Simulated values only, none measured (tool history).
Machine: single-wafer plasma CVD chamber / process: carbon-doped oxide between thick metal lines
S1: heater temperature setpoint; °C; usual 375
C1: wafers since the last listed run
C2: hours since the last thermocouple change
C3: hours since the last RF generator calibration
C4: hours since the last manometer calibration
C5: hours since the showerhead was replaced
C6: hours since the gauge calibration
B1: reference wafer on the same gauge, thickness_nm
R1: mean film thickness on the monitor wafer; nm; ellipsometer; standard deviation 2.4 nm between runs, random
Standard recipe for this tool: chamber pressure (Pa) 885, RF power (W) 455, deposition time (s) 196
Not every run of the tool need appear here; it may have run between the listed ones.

run 1 hour=0.0 | S1=380 chamber_pressure_(Pa)=1059 RF_power_(W)=455 deposition_time_(s)=196 | C1=0 C2=1544.0 C3=1376.4 C4=2174.8 C5=4078.5 C6=380.2 | B1=998.725 | R1=937.183
run 2 hour=31.7 | S1=375 chamber_pressure_(Pa)=885 RF_power_(W)=455 deposition_time_(s)=175 | C1=359 C2=1575.7 C3=1408.1 C4=2206.5 C5=4110.2 C6=411.9 | B1=999.478 | R1=831.208
-- hour=58.4 capacitance manometer re-zeroed and calibrated
run 3 hour=58.9 | S1=375 chamber_pressure_(Pa)=885 RF_power_(W)=455 deposition_time_(s)=175 | C1=217 C2=1602.9 C3=1435.3 C4=0.5 C5=4137.4 C6=439.1 | B1=999.097 | R1=827.526
run 4 hour=70.0 | S1=375 chamber_pressure_(Pa)=885 RF_power_(W)=455 deposition_time_(s)=175 | C1=125 C2=1614.0 C3=1446.4 C4=11.6 C5=4148.5 C6=450.2 | B1=999.080 | R1=831.219
run 5 hour=93.5 | S1=387 chamber_pressure_(Pa)=885 RF_power_(W)=455 deposition_time_(s)=196 | C1=266 C2=1637.5 C3=1469.9 C4=35.1 C5=4172.0 C6=473.7 | B1=998.464 | R1=909.110
run 6 hour=109.7 | S1=387 chamber_pressure_(Pa)=885 RF_power_(W)=455 deposition_time_(s)=196 | C1=183 C2=1653.7 C3=1486.1 C4=51.3 C5=4188.2 C6=489.9 | B1=998.936 | R1=905.835
run 7 hour=166.5 | S1=375 chamber_pressure_(Pa)=885 RF_power_(W)=400 deposition_time_(s)=196 | C1=643 C2=1710.5 C3=1542.9 C4=108.1 C5=4245.0 C6=546.7 | B1=998.363 | R1=830.063
run 8 hour=182.1 | S1=375 chamber_pressure_(Pa)=885 RF_power_(W)=455 deposition_time_(s)=204 | C1=176 C2=1726.1 C3=1558.5 C4=123.7 C5=4260.6 C6=562.3 | B1=998.985 | R1=965.487
run 9 hour=195.4 | S1=375 chamber_pressure_(Pa)=885 RF_power_(W)=455 deposition_time_(s)=196 | C1=150 C2=1739.4 C3=1571.8 C4=137.0 C5=4273.9 C6=575.6 | B1=998.928 | R1=924.243
-- hour=265.8 gauge calibrated
run 10 hour=292.1 | S1=375 chamber_pressure_(Pa)=885 RF_power_(W)=455 deposition_time_(s)=196 | C1=1096 C2=1836.1 C3=1668.5 C4=233.7 C5=4370.6 C6=26.3 | B1=998.927 | R1=925.584
run 11 hour=316.1 | S1=375 chamber_pressure_(Pa)=1028 RF_power_(W)=490 deposition_time_(s)=196 | C1=272 C2=1860.1 C3=1692.5 C4=257.7 C5=4394.6 C6=50.3 | B1=999.162 | R1=995.765
run 12 hour=349.3 | S1=375 chamber_pressure_(Pa)=885 RF_power_(W)=455 deposition_time_(s)=196 | C1=376 C2=1893.3 C3=1725.7 C4=290.9 C5=4427.8 C6=83.5 | B1=998.691 | R1=923.274
run 13 hour=369.7 | S1=375 chamber_pressure_(Pa)=885 RF_power_(W)=455 deposition_time_(s)=196 | C1=231 C2=1913.7 C3=1746.1 C4=311.3 C5=4448.2 C6=103.9 | B1=999.112 | R1=923.546
run 14 hour=389.4 | S1=375 chamber_pressure_(Pa)=885 RF_power_(W)=455 deposition_time_(s)=229 | C1=223 C2=1933.4 C3=1765.8 C4=331.0 C5=4467.9 C6=123.6 | B1=999.496 | R1=1075.938
run 15 hour=401.6 | S1=381 chamber_pressure_(Pa)=885 RF_power_(W)=530 deposition_time_(s)=167 | C1=138 C2=1945.6 C3=1778.0 C4=343.2 C5=4480.1 C6=135.8 | B1=999.204 | R1=872.664
-- hour=425.2 thermocouple changed; heater temperature recalibrated
-- hour=428.3 showerhead replaced
run 16 hour=428.8 | S1=375 chamber_pressure_(Pa)=976 RF_power_(W)=455 deposition_time_(s)=196 | C1=183 C2=3.6 C3=1805.2 C4=370.4 C5=0.5 C6=163.0 | B1=998.950 | R1=936.960
run 17 hour=522.5 | S1=375 chamber_pressure_(Pa)=765 RF_power_(W)=455 deposition_time_(s)=218 | C1=1062 C2=97.3 C3=1898.9 C4=464.1 C5=94.2 C6=256.7 | B1=999.540 | R1=1000.998
-- hour=532.9 RF generator calibrated
run 18 hour=539.7 | S1=364 chamber_pressure_(Pa)=885 RF_power_(W)=455 deposition_time_(s)=196 | C1=104 C2=114.5 C3=6.8 C4=481.3 C5=111.4 C6=273.9 | B1=998.534 | R1=1004.722
run 19 hour=560.7 | S1=383 chamber_pressure_(Pa)=885 RF_power_(W)=375 deposition_time_(s)=220 | C1=238 C2=135.5 C3=27.8 C4=502.3 C5=132.4 C6=294.9 | B1=999.054 | R1=925.761
run 20 hour=576.1 | S1=382 chamber_pressure_(Pa)=991 RF_power_(W)=400 deposition_time_(s)=168 | C1=174 C2=150.9 C3=43.2 C4=517.7 C5=147.8 C6=310.3 | B1=999.025 | R1=754.810
run 21 hour=608.2 | S1=362 chamber_pressure_(Pa)=1005 RF_power_(W)=375 deposition_time_(s)=233 | C1=363 C2=183.0 C3=75.3 C4=549.8 C5=179.9 C6=342.4 | B1=999.159 | R1=1032.095
run 22 hour=622.1 | S1=362 chamber_pressure_(Pa)=885 RF_power_(W)=455 deposition_time_(s)=196 | C1=157 C2=196.9 C3=89.2 C4=563.7 C5=193.8 C6=356.3 | B1=999.180 | R1=1001.221
run 23 hour=657.4 | S1=375 chamber_pressure_(Pa)=885 RF_power_(W)=455 deposition_time_(s)=196 | C1=400 C2=232.2 C3=124.5 C4=599.0 C5=229.1 C6=391.6 | B1=998.871 | R1=971.031
run 24 hour=672.7 | S1=375 chamber_pressure_(Pa)=993 RF_power_(W)=495 deposition_time_(s)=167 | C1=173 C2=247.5 C3=139.8 C4=614.3 C5=244.4 C6=406.9 | B1=998.476 | R1=882.799
run 25 hour=695.2 | S1=375 chamber_pressure_(Pa)=885 RF_power_(W)=455 deposition_time_(s)=196 | C1=255 C2=270.0 C3=162.3 C4=636.8 C5=266.9 C6=429.4 | B1=998.452 | R1=973.319
run 26 hour=725.6 | S1=375 chamber_pressure_(Pa)=885 RF_power_(W)=385 deposition_time_(s)=175 | C1=344 C2=300.4 C3=192.7 C4=667.2 C5=297.3 C6=459.8 | B1=998.373 | R1=752.262
run 27 hour=740.8 | S1=380 chamber_pressure_(Pa)=885 RF_power_(W)=455 deposition_time_(s)=233 | C1=172 C2=315.6 C3=207.9 C4=682.4 C5=312.5 C6=475.0 | B1=998.694 | R1=1139.816
run 28 hour=767.6 | S1=367 chamber_pressure_(Pa)=885 RF_power_(W)=455 deposition_time_(s)=196 | C1=303 C2=342.4 C3=234.7 C4=709.2 C5=339.3 C6=501.8 | B1=999.730 | R1=978.057

Give the tool's hidden conditions for every run:
wafer temperature above the value expected at the setpoint (K): 0 at every run
true pressure above the setpoint (%): 0 at every run
gauge reads high (%): 0 at every run
H1: delivered RF power above the setpoint (%)
run=1 H1=-7.22
run=2 H1=-7.27
run=3 H1=-7.32
run=4 H1=-7.33
run=5 H1=-7.37
run=6 H1=-7.39
run=7 H1=-7.48
run=8 H1=-7.5
run=9 H1=-7.52
run=10 H1=-7.64
run=11 H1=-7.66
run=12 H1=-7.7
run=13 H1=-7.72
run=14 H1=-7.74
run=15 H1=-7.75
run=16 H1=-7.78
run=17 H1=-7.87
run=18 H1=-0.653
run=19 H1=-0.891
run=20 H1=-1.06
run=21 H1=-1.4
run=22 H1=-1.55
run=23 H1=-1.9
run=24 H1=-2.05
run=25 H1=-2.26
run=26 H1=-2.54
run=27 H1=-2.67
run=28 H1=-2.9
